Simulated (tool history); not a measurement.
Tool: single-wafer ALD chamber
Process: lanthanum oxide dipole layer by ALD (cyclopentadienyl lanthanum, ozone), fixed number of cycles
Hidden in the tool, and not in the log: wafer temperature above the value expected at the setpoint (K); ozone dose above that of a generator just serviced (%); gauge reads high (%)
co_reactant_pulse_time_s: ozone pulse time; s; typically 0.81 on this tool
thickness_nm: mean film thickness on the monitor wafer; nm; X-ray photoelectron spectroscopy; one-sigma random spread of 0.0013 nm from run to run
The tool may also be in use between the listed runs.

run     day  co_reactant_pulse_time_s  wafers since the last listed run  hours since the last thermocouple change  hours since the last ozone generator service  hours since the showerhead was replaced  hours since the gauge calibration  read-back reference wafer on the same gauge, thickness_nm  thickness_nm
  1       0                      0.73                                 0                                    2160.1                                           848                                     5436                              809.2                                                      0.426         0.462
      4.704  -- gauge calibrated
  2   8.458                      0.73                              4090                                    2363.1                                          1051                                     5639                               90.1                                                      0.426         0.456
  3  12.521                       0.7                              1964                                    2460.6                                        1148.5                                   5736.5                              187.6                                                      0.426         0.441
  4  15.554                       0.7                              1466                                    2533.4                                        1221.3                                   5809.3                              260.4                                                      0.426         0.439
     17.067  -- showerhead replaced
  5  17.662                      0.81                               858                                      2584                                        1271.9                                     14.3                                311                                                      0.426         0.482
  6  19.362                      0.81                               822                                    2624.8                                        1312.7                                     55.1                              351.8                                                      0.426         0.483
  7  21.721                      0.81                              1140                                    2681.4                                        1369.3                                    111.7                              408.4                                                      0.426          0.48
     22.312  -- thermocouple changed; heater temperature recalibrated
  8  24.912                      0.81                              1382                                      62.4                                        1445.9                                    188.3                                485                                                      0.426         0.477
  9  27.058                      0.81                              1037                                     113.9                                        1497.4                                    239.8                              536.5                                                      0.426          0.48
 10  30.508                      0.93                              1668                                     196.7                                        1580.2                                    322.6                              619.3                                                      0.426         0.512
 11  33.521                       0.6                              1456                                       269                                        1652.5                                    394.9                              691.6                                                      0.426         0.382
     35.367  -- ozone generator serviced
 12  35.896                      0.51                               987                                       326                                          12.7                                    451.9                              748.6                                                      0.426         0.348
 13  37.408                      0.73                               731                                     362.3                                            49                                    488.2                              784.9                                                      0.426         0.465
 14  41.825                      0.52                              2135                                     468.3                                           155                                    594.2                              890.9                                                      0.426         0.354
 15  43.429                      1.11                               775                                     506.8                                         193.5                                    632.7                              929.4                                                      0.426         0.561
     43.733  -- gauge calibrated
 16  46.371                      0.61                              1422                                     577.4                                         264.1                                    703.3                               63.3                                                      0.426         0.409
 17  49.575                      0.81                              1549                                     654.3                                           341                                    780.2                              140.2                                                      0.426         0.493
 18  52.212                      0.69                              1275                                     717.6                                         404.3                                    843.5                              203.5                                                      0.426         0.449
 19  54.917                      0.81                              1307                                     782.5                                         469.2                                    908.4                              268.4                                                      0.426         0.492

Below are 5 alternative next runs, each starting from the tool's condition after run 19. Predict each:
  A  54.933                      0.81                                 8                                     782.9                                         469.6                                    908.8                              268.8                                                          ?             ?
  B  54.933                       0.5                                 8                                     782.9                                         469.6                                    908.8                              268.8                                                          ?             ?
  C  54.933                      1.05                                 8                                     782.9                                         469.6                                    908.8                              268.8                                                          ?             ?
  D  54.933                      0.65                                 8                                     782.9                                         469.6                                    908.8                              268.8                                                          ?             ?
  E  54.933                      0.94                                 8                                     782.9                                         469.6                                    908.8                              268.8                                                          ?             ?

run  read-back reference wafer on the same gauge, thickness_nm  thickness_nm
  A                                                      0.426         0.493
  B                                                      0.426          0.34
  C                                                      0.426         0.551
  D                                                      0.426         0.429
  E                                                      0.426         0.529
With no hidden state in the tool, these same runs would have given:
run  thickness_nm
  A         0.496
  B         0.343
  C         0.553
  D         0.432
  E         0.531
